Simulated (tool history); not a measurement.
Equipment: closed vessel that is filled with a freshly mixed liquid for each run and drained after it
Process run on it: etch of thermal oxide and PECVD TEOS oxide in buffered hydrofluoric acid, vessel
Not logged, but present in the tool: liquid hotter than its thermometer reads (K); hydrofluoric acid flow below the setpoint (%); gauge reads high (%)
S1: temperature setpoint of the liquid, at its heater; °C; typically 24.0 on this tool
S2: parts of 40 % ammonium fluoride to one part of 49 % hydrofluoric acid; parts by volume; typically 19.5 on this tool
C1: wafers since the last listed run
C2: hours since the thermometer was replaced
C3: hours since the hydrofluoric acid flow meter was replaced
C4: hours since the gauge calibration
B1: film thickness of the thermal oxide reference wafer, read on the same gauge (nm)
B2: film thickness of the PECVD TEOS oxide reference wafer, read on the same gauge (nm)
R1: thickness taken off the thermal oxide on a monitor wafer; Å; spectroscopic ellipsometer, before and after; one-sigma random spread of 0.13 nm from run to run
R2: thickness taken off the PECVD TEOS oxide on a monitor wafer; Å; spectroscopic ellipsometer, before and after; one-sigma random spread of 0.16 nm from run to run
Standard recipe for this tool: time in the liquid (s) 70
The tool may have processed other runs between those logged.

run 1 day=0.000 | S1=24.0 S2=19.5 time_in_the_liquid_(s)=70 | C1=0 C2=1702.4 C3=461.8 C4=985.3 | B1=30.03 B2=70.00 | R1=422.1 R2=425.2
run 2 day=2.283 | S1=24.0 S2=19.5 time_in_the_liquid_(s)=70 | C1=6549 C2=1757.2 C3=516.6 C4=1040.1 | B1=29.98 B2=70.00 | R1=419.4 R2=427.7
run 3 day=5.867 | S1=24.0 S2=19.5 time_in_the_liquid_(s)=70 | C1=10278 C2=1843.2 C3=602.6 C4=1126.1 | B1=29.98 B2=69.99 | R1=419.7 R2=423.2
-- day=6.725 hydrofluoric acid flow meter replaced
run 4 day=8.321 | S1=24.0 S2=19.5 time_in_the_liquid_(s)=70 | C1=6919 C2=1902.1 C3=38.3 C4=1185.0 | B1=30.03 B2=70.01 | R1=435.4 R2=440.6
run 5 day=10.725 | S1=26.5 S2=19.5 time_in_the_liquid_(s)=70 | C1=6896 C2=1959.8 C3=96.0 C4=1242.7 | B1=29.99 B2=70.02 | R1=496.0 R2=505.8
-- day=13.079 thermometer replaced
run 6 day=13.729 | S1=26.5 S2=19.5 time_in_the_liquid_(s)=70 | C1=8497 C2=15.6 C3=168.1 C4=1314.8 | B1=30.00 B2=70.01 | R1=475.3 R2=481.2
run 7 day=17.192 | S1=26.5 S2=19.5 time_in_the_liquid_(s)=70 | C1=9931 C2=98.7 C3=251.2 C4=1397.9 | B1=29.97 B2=70.01 | R1=471.9 R2=481.1
run 8 day=21.438 | S1=24.0 S2=19.5 time_in_the_liquid_(s)=70 | C1=12178 C2=200.6 C3=353.1 C4=1499.8 | B1=30.01 B2=70.00 | R1=412.8 R2=414.8
run 9 day=24.417 | S1=24.0 S2=12.5 time_in_the_liquid_(s)=105 | C1=8545 C2=272.1 C3=424.6 C4=1571.3 | B1=30.04 B2=69.98 | R1=956.3 R2=962.6
run 10 day=27.246 | S1=28.5 S2=23.0 time_in_the_liquid_(s)=100 | C1=8115 C2=340.0 C3=492.5 C4=1639.2 | B1=30.05 B2=70.00 | R1=667.5 R2=675.1
run 11 day=30.638 | S1=24.0 S2=14.0 time_in_the_liquid_(s)=70 | C1=9728 C2=421.4 C3=573.9 C4=1720.6 | B1=29.95 B2=70.00 | R1=567.2 R2=571.1
run 12 day=33.392 | S1=26.0 S2=22.5 time_in_the_liquid_(s)=70 | C1=7899 C2=487.5 C3=640.0 C4=1786.7 | B1=30.02 B2=69.99 | R1=412.1 R2=419.1
-- day=36.088 gauge calibrated
run 13 day=36.258 | S1=24.0 S2=23.5 time_in_the_liquid_(s)=55 | C1=8222 C2=556.3 C3=708.8 C4=4.1 | B1=30.05 B2=70.01 | R1=282.7 R2=286.4
-- day=36.408 hydrofluoric acid flow meter replaced
run 14 day=39.312 | S1=19.0 S2=14.0 time_in_the_liquid_(s)=100 | C1=8640 C2=629.6 C3=69.7 C4=77.4 | B1=30.01 B2=70.01 | R1=631.2 R2=639.6
run 15 day=41.029 | S1=20.5 S2=19.5 time_in_the_liquid_(s)=70 | C1=4924 C2=670.8 C3=110.9 C4=118.6 | B1=30.00 B2=70.00 | R1=347.4 R2=351.5
run 16 day=44.033 | S1=24.0 S2=19.5 time_in_the_liquid_(s)=70 | C1=8617 C2=742.9 C3=183.0 C4=190.7 | B1=30.00 B2=69.99 | R1=418.9 R2=424.3
run 17 day=49.196 | S1=24.0 S2=19.5 time_in_the_liquid_(s)=70 | C1=14808 C2=866.8 C3=306.9 C4=314.6 | B1=30.04 B2=69.99 | R1=417.9 R2=422.7
run 18 day=52.704 | S1=20.0 S2=19.5 time_in_the_liquid_(s)=80 | C1=10063 C2=951.0 C3=391.1 C4=398.8 | B1=29.99 B2=69.99 | R1=380.4 R2=386.5
run 19 day=55.612 | S1=21.5 S2=14.0 time_in_the_liquid_(s)=85 | C1=8342 C2=1020.8 C3=460.9 C4=468.6 | B1=29.99 B2=69.98 | R1=606.1 R2=616.4
run 20 day=59.017 | S1=27.0 S2=23.5 time_in_the_liquid_(s)=40 | C1=9764 C2=1102.5 C3=542.6 C4=550.3 | B1=29.99 B2=69.99 | R1=245.0 R2=246.6
run 21 day=63.262 | S1=21.5 S2=19.5 time_in_the_liquid_(s)=85 | C1=12178 C2=1204.4 C3=644.5 C4=652.2 | B1=29.99 B2=69.98 | R1=438.1 R2=443.9
-- day=65.108 hydrofluoric acid flow meter replaced
run 22 day=74.088 | S1=24.0 S2=19.5 time_in_the_liquid_(s)=70 | C1=30930 C2=1464.2 C3=215.5 C4=912.0 | B1=30.01 B2=70.00 | R1=425.0 R2=431.0
run 23 day=76.046 | S1=24.0 S2=25.5 time_in_the_liquid_(s)=35 | C1=5617 C2=1511.2 C3=262.5 C4=959.0 | B1=30.05 B2=70.03 | R1=175.6 R2=178.9
run 24 day=78.658 | S1=22.0 S2=26.0 time_in_the_liquid_(s)=100 | C1=7493 C2=1573.9 C3=325.2 C4=1021.7 | B1=29.98 B2=69.99 | R1=445.8 R2=451.2
run 25 day=81.938 | S1=20.5 S2=19.5 time_in_the_liquid_(s)=90 | C1=9405 C2=1652.6 C3=403.9 C4=1100.4 | B1=29.98 B2=70.01 | R1=447.5 R2=452.1
-- day=83.633 thermometer replaced
run 26 day=85.900 | S1=24.0 S2=19.5 time_in_the_liquid_(s)=70 | C1=11246 C2=54.4 C3=499.0 C4=1195.5 | B1=30.01 B2=69.98 | R1=409.5 R2=412.8
run 27 day=89.933 | S1=26.0 S2=25.5 time_in_the_liquid_(s)=100 | C1=11569 C2=151.2 C3=595.8 C4=1292.3 | B1=30.03 B2=69.99 | R1=533.4 R2=547.8

Branching from run 27: 3 alternative next runs. What would each branch give?
run A day=89.962 | S1=24.0 S2=19.5 time_in_the_liquid_(s)=70 | C1=83 C2=151.9 C3=596.5 C4=1293.0 | B1=? B2=? | R1=? R2=?
run B day=89.962 | S1=21.5 S2=13.0 time_in_the_liquid_(s)=80 | C1=83 C2=151.9 C3=596.5 C4=1293.0 | B1=? B2=? | R1=? R2=?
run C day=89.962 | S1=24.0 S2=19.5 time_in_the_liquid_(s)=105 | C1=83 C2=151.9 C3=596.5 C4=1293.0 | B1=? B2=? | R1=? R2=?

run=A B1=30.00 B2=70.01 R1=404.9 R2=411.3
run=B B1=30.00 B2=70.01 R1=599.1 R2=608.6
run=C B1=30.00 B2=70.01 R1=607.3 R2=616.9
Had the tool no hidden state, the same runs would have come out as:
run=A R1=416.3 R2=422.9
run=B R1=617.8 R2=627.6
run=C R1=624.5 R2=634.4
